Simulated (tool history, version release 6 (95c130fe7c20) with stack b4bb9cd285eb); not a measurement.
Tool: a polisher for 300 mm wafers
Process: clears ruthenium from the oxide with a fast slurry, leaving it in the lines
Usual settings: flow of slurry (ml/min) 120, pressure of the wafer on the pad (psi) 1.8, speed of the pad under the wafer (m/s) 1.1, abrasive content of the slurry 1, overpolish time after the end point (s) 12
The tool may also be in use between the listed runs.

run   hour  flow of slurry (ml/min)  pressure of the wafer on the pad (psi)  speed of the pad under the wafer (m/s)  abrasive content of the slurry  overpolish time after the end point (s)  incoming thickness of the incoming film, nm  time until the end point was called (s)  dishing of a wide line in a test structure (angstrom)
  1      0                      120                                     1.8                                     1.1                               1                                       12                                        150.4                                     58.8                                                    180
  2     31                      120                                     1.7                                     1.1                               1                                       12                                        151.6                                     62.8                                                    176
  3  125.8                      120                                     1.8                                     1.1                               1                                       12                                        150.2                                     62.6                                                    172
     155.6  -- worn pad replaced by a new one
  4  189.5                      120                                     1.8                                     1.1                               1                                       12                                        151.2                                     63.2                                                    176
  5    261                      120                                     1.8                                     1.1                               1                                       12                                        151.2                                     64.7                                                    175
     313.9  -- worn pad replaced by a new one
  6  407.7                      120                                     1.8                                    1.28                               1                                       12                                          150                                     53.9                                                    193
     430.1  -- slurry blender recalibrated
  7  446.9                      120                                     1.8                                    1.28                               1                                       12                                        151.6                                     65.3                                                    171
     481.8  -- worn pad replaced by a new one
  8  493.5                      120                                     1.8                                    1.28                               1                                       12                                        149.4                                     66.6                                                    163
     520.9  -- head pressure recalibrated
     543.8  -- slurry blender recalibrated, repeated, since the last time left the tool worse
  9  554.7                      120                                     1.8                                    0.88                               1                                       12                                          150                                       71                                                    163
 10  616.6                      105                                     2.2                                     1.1                             0.8                                       15                                        148.1                                       56                                                    209
     652.3  -- slurry nozzle cleaned
     656.7  -- worn pad replaced by a new one
 11  657.2                       90                                     1.4                                    1.44                            1.25                                       12                                        149.7                                     55.2                                                    188
 12  689.3                      120                                     1.8                                    1.28                               1                                       12                                        148.3                                     51.3                                                    197
 13  716.7                      120                                     1.8                                     1.1                               1                                       12                                        147.1                                     61.1                                                    176
 14    754                      160                                     1.8                                    1.44                               1                                       12                                          149                                     43.6                                                    219
 15  817.8                      120                                     1.8                                     1.1                               1                                       12                                        152.3                                       62                                                    176
     851.6  -- worn pad replaced by a new one
 16  857.9                      120                                     1.8                                     1.1                               1                                        9                                        151.5                                     61.1                                                    143

4 ways to go on from here, each from the tool as it stands after run 16. What would each give?
  A  858.3                      120                                     1.8                                    0.78                               1                                       12                                        150.7                                        ?                                                      ?
  B  858.3                      155                                       2                                     1.1                             0.7                                       12                                        150.7                                        ?                                                      ?
  C  858.3                      120                                     1.8                                     1.1                               1                                       15                                        150.7                                        ?                                                      ?
  D  858.3                      135                                     2.1                                     1.1                               1                                       12                                        150.7                                        ?                                                      ?

run  time until the end point was called (s)  dishing of a wide line in a test structure (angstrom)
  A                                     90.9                                                    138
  B                                     71.4                                                    164
  C                                     64.5                                                    201
  D                                     53.8                                                    196
Without the tool's hidden state the same runs would have given:
run  time until the end point was called (s)  dishing of a wide line in a test structure (angstrom)
  A                                     81.8                                                    149
  B                                     62.6                                                    178
  C                                       58                                                    213
  D                                     48.4                                                    208
